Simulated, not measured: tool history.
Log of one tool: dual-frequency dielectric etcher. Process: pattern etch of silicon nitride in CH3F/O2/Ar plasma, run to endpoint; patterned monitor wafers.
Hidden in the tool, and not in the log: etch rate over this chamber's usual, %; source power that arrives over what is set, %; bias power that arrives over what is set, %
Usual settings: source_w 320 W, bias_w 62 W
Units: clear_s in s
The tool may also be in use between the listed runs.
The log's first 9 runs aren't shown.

run    hour  source_w  bias_w  wafers since the last listed run  hours since the last wet clean  hours since the last source power generator calibration  hours since the last bias power generator calibration  hours since the last upper electrode change  incoming incoming film thickness, nm  clear_s
 10   646.8       280      67                               919                           221.3                                                   1464.2                                                 3004.7                                       4622.5                                 26.91     45.8
 11   709.1       320      62                               558                           283.6                                                   1526.5                                                   3067                                       4684.8                                 26.72     44.9
 12   755.4       320      62                               415                           329.9                                                   1572.8                                                 3113.3                                       4731.1                                  26.7     44.4
 13   825.4       320      62                               628                           399.9                                                   1642.8                                                 3183.3                                       4801.1                                  26.6     44.4
 14     912       290      62                               777                           486.5                                                   1729.4                                                 3269.9                                       4887.7                                 26.52     45.1
      967.7  -- bias power generator calibrated
 15   977.6       290      62                               552                           552.1                                                     1795                                                    9.9                                       4953.3                                 26.79     46.3
     1050.3  -- wet clean of the chamber
 16  1054.1       360      68                               471                             3.8                                                   1871.5                                                   86.4                                       5029.8                                 26.79     43.7
 17  1149.6       290      70                               856                            99.3                                                     1967                                                  181.9                                       5125.3                                 26.65     45.2
     1205.3  -- source power generator calibrated
 18  1209.9       260      62                               505                           159.6                                                      4.6                                                  242.2                                       5185.6                                 26.78     48.3
 19  1314.8       320      62                               941                           264.5                                                    109.5                                                  347.1                                       5290.5                                  26.7     45.6
     1379.1  -- upper electrode replaced
 20  1402.9       320      62                               575                           352.6                                                    197.6                                                  435.2                                         23.8                                  26.7     45.5
 21    1506       360      62                               925                           455.7                                                    300.7                                                  538.3                                        126.9                                 26.75     43.6
 22  1565.8       390      62                               536                           515.5                                                    360.5                                                  598.1                                        186.7                                 26.68     42.4
     1604.2  -- wet clean of the chamber
 23  1659.4       320      54                               624                            55.2                                                    454.1                                                  691.7                                        280.3                                 26.76     48.3
 24  1719.5       320      62                               539                           115.3                                                    514.2                                                  751.8                                        340.4                                 26.74     45.8
 25  1820.9       270      72                               909                           216.7                                                    615.6                                                  853.2                                        441.8                                 26.68     45.1
 26  1918.6       380      74                               876                           314.4                                                    713.3                                                  950.9                                        539.5                                 26.83     40.6
 27  2020.5       270      46                               914                           416.3                                                    815.2                                                 1052.8                                        641.4                                  26.8     52.5
 28  2093.3       320      62                               653                           489.1                                                      888                                                 1125.6                                        714.2                                 26.64     44.5
     2218.5  -- wet clean of the chamber
 29    2219       320      47                               912                             0.5                                                   1013.7                                                 1251.3                                        839.9                                 26.74     50.8
 30  2236.7       250      62                               158                            18.2                                                   1031.4                                                   1269                                        857.6                                 26.63     48.9
 31    2337       280      52                               899                           118.5                                                   1131.7                                                 1369.3                                        957.9                                 26.74     50.4
 32  2422.6       260      50                               768                           204.1                                                   1217.3                                                 1454.9                                       1043.5                                 26.65     51.7
 33  2492.6       380      62                               628                           274.1                                                   1287.3                                                 1524.9                                       1113.5                                  26.6     42.7
 34    2561       240      62                               613                           342.5                                                   1355.7                                                 1593.3                                       1181.9                                 26.78     48.8

Forecast each of these 5 alternatives for the next run:
  A  2561.4       340      62                                 3                           342.9                                                   1356.1                                                 1593.7                                       1182.3                                 26.66        ?
  B  2561.4       270      62                                 3                           342.9                                                   1356.1                                                 1593.7                                       1182.3                                 26.66        ?
  C  2561.4       250      67                                 3                           342.9                                                   1356.1                                                 1593.7                                       1182.3                                 26.66        ?
  D  2561.4       280      71                                 3                           342.9                                                   1356.1                                                 1593.7                                       1182.3                                 26.66        ?
  E  2561.4       300      57                                 3                           342.9                                                   1356.1                                                 1593.7                                       1182.3                                 26.66        ?

run  clear_s
  A     44.4
  B     47.3
  C     46.9
  D     44.6
  E     47.4
Without the tool's hidden state the same runs would have given:
run  clear_s
  A     45.9
  B     48.8
  C     48.4
  D     46.1
  E     48.9
